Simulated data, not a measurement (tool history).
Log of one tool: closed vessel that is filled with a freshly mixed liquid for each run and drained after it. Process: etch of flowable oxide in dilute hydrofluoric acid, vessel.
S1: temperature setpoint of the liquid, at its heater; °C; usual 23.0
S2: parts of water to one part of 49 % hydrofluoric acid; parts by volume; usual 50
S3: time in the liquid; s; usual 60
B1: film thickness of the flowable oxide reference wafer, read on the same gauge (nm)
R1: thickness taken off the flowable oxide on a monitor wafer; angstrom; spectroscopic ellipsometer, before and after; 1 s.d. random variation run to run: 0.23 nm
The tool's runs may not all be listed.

run   hour    S1  S2  S3     B1      R1
  1    0.0  23.0  60  60  69.99   644.2
      10.0  -- gauge calibrated
  2   27.0  23.0  60  60  69.99   645.4
  3   33.8  23.0  60  60  70.03   650.4
  4   50.0  23.0  50  60  70.01   791.2
  5   60.9  23.0  50  60  69.96   785.4
  6   75.6  23.0  50  60  70.00   782.8
  7   86.7  23.0  50  60  70.00   791.2
     105.8  -- thermometer replaced
  8  124.8  23.0  50  60  70.02   787.6
  9  130.9  23.0  50  60  69.95   796.9
     133.8  -- hydrofluoric acid flow meter replaced
 10  140.3  23.0  65  60  70.00   544.6
 11  156.4  23.0  65  60  70.04   546.3
 12  173.9  23.0  65  60  70.02   548.7
 13  183.0  23.0  60  60  70.01   595.5
 14  193.7  28.0  70  90  70.01   924.1
 15  202.4  19.0  60  75  70.02   633.7
 16  216.9  23.0  50  50  70.00   602.8
 17  231.3  25.0  40  60  69.97   996.1
 18  238.4  23.0  50  60  70.01   723.5
 19  281.1  28.0  40  60  70.01  1134.0
     283.1  -- gauge calibrated
 20  294.6  25.0  30  30  69.98   675.9
 21  311.8  18.5  55  40  69.98   362.8
 22  319.9  24.5  50  60  70.00   782.9
 23  330.3  20.5  50  30  70.01   328.5
 24  337.8  20.0  40  85  69.99  1151.2
 25  349.8  25.0  40  95  69.99  1593.0
 26  356.6  19.0  40  70  70.01   911.9
 27  364.9  20.5  60  60  69.99   543.5
 28  372.7  27.0  60  70  70.00   822.4
 29  382.1  25.0  75  60  70.01   513.8
 30  394.9  26.0  60  60  69.98   681.4
 31  405.3  23.0  60  60  70.00   605.9
 32  422.6  19.0  40  30  70.02   394.0
 33  430.6  23.0  45  60  70.03   818.8
 34  448.3  23.0  50  60  69.95   735.1

Each row is a separate what-if for the run after 34, all from the same tool condition, not one after another. Results?
  A  449.0  23.0  50  60   ?   ?
  B  449.0  27.5  50  75   ?   ?
  C  449.0  21.5  60  30   ?   ?
  D  449.0  23.0  55  75   ?   ?

run     B1      R1
  A  69.99   733.3
  B  69.99  1101.4
  C  69.99   283.6
  D  69.99   828.2
With no hidden state in the tool, these same runs would have given:
run      R1
  A   713.9
  B  1071.9
  C   276.0
  D   806.0
